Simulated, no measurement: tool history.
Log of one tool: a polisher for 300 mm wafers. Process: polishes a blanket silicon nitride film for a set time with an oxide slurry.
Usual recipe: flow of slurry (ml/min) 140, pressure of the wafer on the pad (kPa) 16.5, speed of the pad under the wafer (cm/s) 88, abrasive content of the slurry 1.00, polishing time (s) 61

run   hour  flow of slurry (ml/min)  pressure of the wafer on the pad (kPa)  speed of the pad under the wafer (cm/s)  abrasive content of the slurry  polishing time (s)  incoming thickness of the incoming film, nm  film removed (nm)
  1    0.0                      140                                    16.5                                       88                            1.00                  61                                        318.6               24.1
      15.7  -- worn pad replaced by a new one
  2   17.1                      140                                    16.5                                       88                            1.00                  61                                        314.0               23.8
      18.5  -- slurry nozzle cleaned
  3   44.7                      140                                    16.5                                       88                            1.00                  77                                        318.0               30.1
      49.8  -- slurry blender recalibrated
      57.9  -- conditioning disc replaced and pad reconditioned
  4   80.1                      140                                    16.5                                       88                            1.00                  77                                        313.6               32.2
  5  106.5                      140                                    16.5                                      112                            1.00                  61                                        324.4               29.6
  6  135.2                      170                                    11.0                                       62                            1.25                  61                                        324.0               15.3
     199.8  -- worn pad replaced by a new one
  7  200.3                      110                                    16.5                                      100                            1.00                  44                                        320.7               18.0
     230.7  -- slurry blender recalibrated
  8  232.7                      115                                    16.5                                       88                            1.00                  61                                        324.9               25.4
  9  258.0                      160                                    20.0                                       74                            1.00                  73                                        322.4               34.4
 10  287.6                      140                                    16.5                                       88                            1.00                  61                                        322.3               25.0
 11  299.9                      140                                    16.5                                       88                            1.00                  61                                        319.3               25.0
 12  325.3                      120                                    16.5                                      114                            0.75                  75                                        325.1               28.6
 13  355.9                      140                                    11.7                                       88                            1.00                  52                                        316.0               14.8
 14  372.5                      140                                    16.5                                       88                            1.00                  61                                        315.6               24.6
     392.5  -- worn pad replaced by a new one
 15  393.0                      140                                    16.5                                       88                            1.00                  61                                        317.5               24.3
     414.8  -- slurry blender recalibrated
 16  418.3                      140                                    21.4                                       88                            1.00                  61                                        320.2               34.4
 17  442.6                      140                                    16.5                                       88                            1.15                  81                                        325.0               36.6
 18  476.7                      140                                    18.6                                       76                            1.00                  61                                        313.7               25.6
     481.7  -- head pressure recalibrated
 19  511.2                      110                                    16.5                                       88                            0.85                  61                                        317.8               20.7
 20  541.4                      140                                    11.7                                       88                            1.00                  52                                        321.5               14.8
 21  567.8                      140                                    16.5                                       70                            1.00                  61                                        316.5               20.9
     587.6  -- slurry nozzle cleaned
     590.1  -- worn pad replaced by a new one
 22  596.9                      140                                    16.5                                       88                            1.00                  61                                        321.4               24.4
     617.1  -- slurry blender recalibrated
 23  624.5                      140                                    16.5                                       88                            1.25                  78                                        317.4               38.2
     670.4  -- conditioning disc replaced and pad reconditioned
 24  716.0                      140                                    16.5                                       88                            1.00                  61                                        317.9               24.2

Alternative continuations, all from the tool just after run 24; predict every row:
  A  716.4                      140                                    16.5                                       88                            1.00                  61                                        325.5                  ?
  B  716.4                      180                                    16.5                                       66                            1.00                  61                                        325.5                  ?
  C  716.4                      115                                    19.3                                      108                            0.85                  61                                        325.5                  ?
  D  716.4                      140                                    13.1                                       78                            1.00                  61                                        325.5                  ?
  E  716.4                      140                                    16.5                                      100                            0.80                  61                                        325.5                  ?

run  film removed (nm)
  A               24.3
  B               21.1
  C               27.9
  D               17.8
  E               22.6
With no hidden state in the tool, these same runs would have given:
run  film removed (nm)
  A               26.6
  B               23.0
  C               30.8
  D               19.4
  E               25.1

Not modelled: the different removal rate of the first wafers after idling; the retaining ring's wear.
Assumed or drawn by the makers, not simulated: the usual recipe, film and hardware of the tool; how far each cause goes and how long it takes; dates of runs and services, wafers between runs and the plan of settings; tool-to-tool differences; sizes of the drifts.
